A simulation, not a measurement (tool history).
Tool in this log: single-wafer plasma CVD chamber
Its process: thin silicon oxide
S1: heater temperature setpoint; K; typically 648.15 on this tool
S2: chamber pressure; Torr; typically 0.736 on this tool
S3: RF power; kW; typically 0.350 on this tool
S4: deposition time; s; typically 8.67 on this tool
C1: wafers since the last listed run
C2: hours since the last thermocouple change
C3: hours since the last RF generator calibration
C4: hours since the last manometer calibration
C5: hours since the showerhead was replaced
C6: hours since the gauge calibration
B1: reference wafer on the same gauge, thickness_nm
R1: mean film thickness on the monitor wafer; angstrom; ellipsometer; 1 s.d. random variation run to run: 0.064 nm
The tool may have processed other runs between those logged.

{"run": 1, "hour": 0.0, "S1": 648.15, "S2": 0.736, "S3": 0.37, "S4": 7.99, "C1": 0, "C2": 2283.4, "C3": 1901.2, "C4": 1676.2, "C5": 5932.5, "C6": 19.5, "B1": 15.308, "R1": 170.8}
{"run": 2, "hour": 15.4, "S1": 648.15, "S2": 0.736, "S3": 0.37, "S4": 7.99, "C1": 805, "C2": 2298.8, "C3": 1916.6, "C4": 1691.6, "C5": 5947.9, "C6": 34.9, "B1": 15.289, "R1": 171.59}
{"run": 3, "hour": 27.2, "S1": 637.15, "S2": 0.736, "S3": 0.35, "S4": 8.67, "C1": 617, "C2": 2310.6, "C3": 1928.4, "C4": 1703.4, "C5": 5959.7, "C6": 46.7, "B1": 15.29, "R1": 181.35}
{"run": 4, "hour": 43.6, "S1": 637.15, "S2": 0.736, "S3": 0.35, "S4": 8.67, "C1": 857, "C2": 2327.0, "C3": 1944.8, "C4": 1719.8, "C5": 5976.1, "C6": 63.1, "B1": 15.29, "R1": 182.28}
{"run": 5, "hour": 52.4, "S1": 637.15, "S2": 0.736, "S3": 0.35, "S4": 8.67, "C1": 460, "C2": 2335.8, "C3": 1953.6, "C4": 1728.6, "C5": 5984.9, "C6": 71.9, "B1": 15.302, "R1": 182.26}
{"run": 6, "hour": 67.4, "S1": 648.15, "S2": 0.736, "S3": 0.35, "S4": 8.67, "C1": 784, "C2": 2350.8, "C3": 1968.6, "C4": 1743.6, "C5": 5999.9, "C6": 86.9, "B1": 15.301, "R1": 181.43}
{"run": 7, "hour": 82.7, "S1": 648.15, "S2": 0.736, "S3": 0.295, "S4": 8.67, "C1": 800, "C2": 2366.1, "C3": 1983.9, "C4": 1758.9, "C5": 6015.2, "C6": 102.2, "B1": 15.294, "R1": 166.41}
{"run": 8, "hour": 89.9, "S1": 648.15, "S2": 0.736, "S3": 0.35, "S4": 8.67, "C1": 376, "C2": 2373.3, "C3": 1991.1, "C4": 1766.1, "C5": 6022.4, "C6": 109.4, "B1": 15.299, "R1": 181.38}
{"hour": 98.4, "done": "thermocouple changed; heater temperature recalibrated"}
{"run": 9, "hour": 104.3, "S1": 648.15, "S2": 0.736, "S3": 0.32, "S4": 9.87, "C1": 334, "C2": 5.9, "C3": 2005.5, "C4": 1780.5, "C5": 6036.8, "C6": 123.8, "B1": 15.3, "R1": 195.93}
{"run": 10, "hour": 112.1, "S1": 659.15, "S2": 0.736, "S3": 0.35, "S4": 8.67, "C1": 407, "C2": 13.7, "C3": 2013.3, "C4": 1788.3, "C5": 6044.6, "C6": 131.6, "B1": 15.296, "R1": 179.99}
{"run": 11, "hour": 124.3, "S1": 648.15, "S2": 0.736, "S3": 0.35, "S4": 8.18, "C1": 637, "C2": 25.9, "C3": 2025.5, "C4": 1800.5, "C5": 6056.8, "C6": 143.8, "B1": 15.309, "R1": 169.56}
{"run": 12, "hour": 135.0, "S1": 648.15, "S2": 0.736, "S3": 0.32, "S4": 9.87, "C1": 559, "C2": 36.6, "C3": 2036.2, "C4": 1811.2, "C5": 6067.5, "C6": 154.5, "B1": 15.3, "R1": 197.73}
{"run": 13, "hour": 147.7, "S1": 648.15, "S2": 0.736, "S3": 0.35, "S4": 8.67, "C1": 664, "C2": 49.3, "C3": 2048.9, "C4": 1823.9, "C5": 6080.2, "C6": 167.2, "B1": 15.293, "R1": 180.53}
{"run": 14, "hour": 154.7, "S1": 657.15, "S2": 0.797, "S3": 0.285, "S4": 7.68, "C1": 366, "C2": 56.3, "C3": 2055.9, "C4": 1830.9, "C5": 6087.2, "C6": 174.2, "B1": 15.303, "R1": 154.63}
{"run": 15, "hour": 161.1, "S1": 648.15, "S2": 0.736, "S3": 0.35, "S4": 10.3, "C1": 334, "C2": 62.7, "C3": 2062.3, "C4": 1837.3, "C5": 6093.6, "C6": 180.6, "B1": 15.305, "R1": 215.53}
{"run": 16, "hour": 173.1, "S1": 642.15, "S2": 0.879, "S3": 0.35, "S4": 9.16, "C1": 627, "C2": 74.7, "C3": 2074.3, "C4": 1849.3, "C5": 6105.6, "C6": 192.6, "B1": 15.305, "R1": 223.25}
{"hour": 182.8, "done": "RF generator calibrated"}
{"run": 17, "hour": 189.6, "S1": 648.15, "S2": 0.866, "S3": 0.415, "S4": 8.67, "C1": 444, "C2": 91.2, "C3": 6.8, "C4": 1865.8, "C5": 6122.1, "C6": 209.1, "B1": 15.302, "R1": 223.15}
{"hour": 202.7, "done": "showerhead replaced"}
{"run": 18, "hour": 203.2, "S1": 640.15, "S2": 0.602, "S3": 0.35, "S4": 8.67, "C1": 292, "C2": 104.8, "C3": 20.4, "C4": 1879.4, "C5": 0.5, "C6": 222.7, "B1": 15.298, "R1": 149.85}
{"run": 19, "hour": 211.3, "S1": 657.15, "S2": 0.801, "S3": 0.35, "S4": 8.67, "C1": 423, "C2": 112.9, "C3": 28.5, "C4": 1887.5, "C5": 8.6, "C6": 230.8, "B1": 15.293, "R1": 192.09}
{"hour": 227.0, "done": "capacitance manometer re-zeroed and calibrated"}
{"run": 20, "hour": 245.8, "S1": 653.15, "S2": 0.791, "S3": 0.35, "S4": 8.67, "C1": 1385, "C2": 147.4, "C3": 63.0, "C4": 18.8, "C5": 43.1, "C6": 265.3, "B1": 15.301, "R1": 177.49}
{"run": 21, "hour": 260.4, "S1": 658.15, "S2": 0.649, "S3": 0.35, "S4": 8.67, "C1": 763, "C2": 162.0, "C3": 77.6, "C4": 33.4, "C5": 57.7, "C6": 279.9, "B1": 15.298, "R1": 146.1}
{"run": 22, "hour": 273.3, "S1": 648.15, "S2": 0.736, "S3": 0.35, "S4": 8.67, "C1": 674, "C2": 174.9, "C3": 90.5, "C4": 46.3, "C5": 70.6, "C6": 292.8, "B1": 15.299, "R1": 168.06}
{"run": 23, "hour": 283.6, "S1": 641.15, "S2": 0.736, "S3": 0.35, "S4": 8.67, "C1": 538, "C2": 185.2, "C3": 100.8, "C4": 56.6, "C5": 80.9, "C6": 303.1, "B1": 15.308, "R1": 169.08}
{"run": 24, "hour": 301.1, "S1": 652.15, "S2": 0.736, "S3": 0.325, "S4": 8.67, "C1": 915, "C2": 202.7, "C3": 118.3, "C4": 74.1, "C5": 98.4, "C6": 320.6, "B1": 15.298, "R1": 163.37}
{"run": 25, "hour": 311.5, "S1": 648.15, "S2": 0.809, "S3": 0.35, "S4": 7.89, "C1": 543, "C2": 213.1, "C3": 128.7, "C4": 84.5, "C5": 108.8, "C6": 331.0, "B1": 15.294, "R1": 167.16}
{"run": 26, "hour": 322.1, "S1": 648.15, "S2": 0.618, "S3": 0.35, "S4": 7.47, "C1": 554, "C2": 223.7, "C3": 139.3, "C4": 95.1, "C5": 119.4, "C6": 341.6, "B1": 15.294, "R1": 121.21}
{"run": 27, "hour": 332.0, "S1": 648.15, "S2": 0.736, "S3": 0.35, "S4": 8.67, "C1": 517, "C2": 233.6, "C3": 149.2, "C4": 105.0, "C5": 129.3, "C6": 351.5, "B1": 15.302, "R1": 168.99}
{"run": 28, "hour": 344.7, "S1": 648.15, "S2": 0.881, "S3": 0.29, "S4": 9.77, "C1": 664, "C2": 246.3, "C3": 161.9, "C4": 117.7, "C5": 142.0, "C6": 364.2, "B1": 15.311, "R1": 204.78}
{"run": 29, "hour": 354.6, "S1": 648.15, "S2": 0.736, "S3": 0.35, "S4": 8.67, "C1": 517, "C2": 256.2, "C3": 171.8, "C4": 127.6, "C5": 151.9, "C6": 374.1, "B1": 15.303, "R1": 170.97}

What the log doesn't show, run by run:
wafer temperature above the value expected at the setpoint (K): 0 in every run
delivered RF power above the setpoint (%): 0 in every run
gauge reads high (%): 0 in every run
H1: true pressure above the setpoint (%)
run=1 H1=9.43
run=2 H1=9.44
run=3 H1=9.45
run=4 H1=9.47
run=5 H1=9.47
run=6 H1=9.48
run=7 H1=9.49
run=8 H1=9.5
run=9 H1=9.51
run=10 H1=9.51
run=11 H1=9.52
run=12 H1=9.53
run=13 H1=9.54
run=14 H1=9.54
run=15 H1=9.55
run=16 H1=9.55
run=17 H1=9.56
run=18 H1=9.57
run=19 H1=9.58
run=20 H1=0.892
run=21 H1=1.09
run=22 H1=1.27
run=23 H1=1.4
run=24 H1=1.63
run=25 H1=1.76
run=26 H1=1.89
run=27 H1=2.01
run=28 H1=2.16
run=29 H1=2.28
